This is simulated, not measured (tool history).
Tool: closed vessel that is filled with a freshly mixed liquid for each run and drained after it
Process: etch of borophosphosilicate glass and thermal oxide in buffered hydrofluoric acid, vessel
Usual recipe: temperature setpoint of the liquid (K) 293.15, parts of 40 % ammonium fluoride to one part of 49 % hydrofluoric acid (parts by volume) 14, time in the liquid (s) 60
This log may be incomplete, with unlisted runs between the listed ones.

run,hour,temperature setpoint of the liquid (K),parts of 40 % ammonium fluoride to one part of 49 % hydrofluoric acid (parts by volume),time in the liquid (s),wafers since the last listed run,hours since the thermometer was replaced,hours since the hydrofluoric acid flow meter was replaced,hours since the gauge calibration,"read-back film thickness of the borophosphosilicate glass reference wafer, read on the same gauge (nm)","read-back film thickness of the thermal oxide reference wafer, read on the same gauge (nm)",thickness taken off the borophosphosilicate glass on a monitor wafer (angstrom),thickness taken off the thermal oxide on a monitor wafer (angstrom)
1,0,290.15,11,30,0,366,724.7,991.2,100,99.95,576.3,195.6
2,96.7,298.15,12.5,60,10790,462.7,821.4,1087.9,100,100.01,1576.1,535.5
# hour 147.4: hydrofluoric acid flow meter replaced
3,199.6,293.15,14,60,11370,565.6,52.2,1190.8,99.99,99.98,1078.3,364.2
4,266.1,293.15,12.5,70,7420,632.1,118.7,1257.3,99.99,99.99,1399,471.4
5,364.5,297.65,19,35,10980,730.5,217.1,1355.7,100.01,100.02,587.4,206
6,468.3,291.65,16.5,70,11582,834.3,320.9,1459.5,99.99,100.02,987.8,337
7,560.1,293.15,18,70,10243,926.1,412.7,1551.3,100.02,99.98,985.8,332.3
8,641.9,296.15,17.5,75,9127,1007.9,494.5,1633.1,100,100.04,1265,440
9,724.7,296.15,16.5,60,9239,1090.7,577.3,1715.9,99.99,100.02,1081.6,368.5
10,789.9,293.15,14,40,7275,1155.9,642.5,1781.1,99.99,100,719.4,243.5
11,886.1,293.15,14,60,10734,1252.1,738.7,1877.3,100,100,1070.5,362.8
# hour 968.3: hydrofluoric acid flow meter replaced
12,993.8,295.65,14,30,11906,1359.8,25.5,1985,100.01,99.99,611.7,212.9
# hour 1039.4: gauge calibrated
13,1087.1,293.15,14,60,10411,1453.1,118.8,47.7,99.98,99.99,1085.3,366.5
14,1168.5,290.15,16.5,45,9083,1534.5,200.2,129.1,100,100.03,581.9,198.6
15,1242.5,293.15,14,60,8257,1608.5,274.2,203.1,99.99,100.02,1081.8,367.5
16,1286.3,293.15,9,60,4887,1652.3,318,246.9,100,100.02,1610.2,546.9
17,1327.4,293.15,14,60,4586,1693.4,359.1,288,100.01,99.99,1073.5,370.5
# hour 1429.7: thermometer replaced
18,1432.8,293.15,17.5,45,11649,3.1,464.5,393.4,99.99,100.01,644.4,224
19,1499.8,297.15,14,60,7476,70.1,531.5,460.4,99.98,100,1344,453.6
20,1559.1,293.15,14,60,6617,129.4,590.8,519.7,100.01,99.99,1083.1,369.1
21,1652.2,293.15,15.5,60,10388,222.5,683.9,612.8,99.99,99.99,965.7,330.7
# hour 1740.9: hydrofluoric acid flow meter replaced
22,1744.9,297.15,11,60,10232,315.2,4,705.5,100.01,100,1703.8,576.9
23,1851.7,297.65,14,75,11917,422,110.8,812.3,99.98,100.01,1723.8,584.1
24,1916.4,293.15,14,80,7219,486.7,175.5,877,100.01,99.98,1437.4,485.2

What if the next run were any one of these 5? Each begins from the tool's condition after run 24:
A,1917.1,293.15,14,60,78,487.4,176.2,877.7,?,?,?,?
B,1917.1,291.65,14,60,78,487.4,176.2,877.7,?,?,?,?
C,1917.1,293.15,14,30,78,487.4,176.2,877.7,?,?,?,?
D,1917.1,290.15,18.5,60,78,487.4,176.2,877.7,?,?,?,?
E,1917.1,293.15,14,50,78,487.4,176.2,877.7,?,?,?,?

run,"read-back film thickness of the borophosphosilicate glass reference wafer, read on the same gauge (nm)","read-back film thickness of the thermal oxide reference wafer, read on the same gauge (nm)",thickness taken off the borophosphosilicate glass on a monitor wafer (angstrom),thickness taken off the thermal oxide on a monitor wafer (angstrom)
A,100,100.02,1065.5,363.7
B,100,100.02,980.2,334.2
C,100,100.02,532.8,181.9
D,100,100.02,683.6,233.2
E,100,100.02,887.9,303.1
Had the tool no hidden state, the same runs would have come out as:
run,thickness taken off the borophosphosilicate glass on a monitor wafer (angstrom),thickness taken off the thermal oxide on a monitor wafer (angstrom)
A,1065.5,363.7
B,980.2,334.2
C,532.8,181.9
D,683.6,233.2
E,887.9,303.1
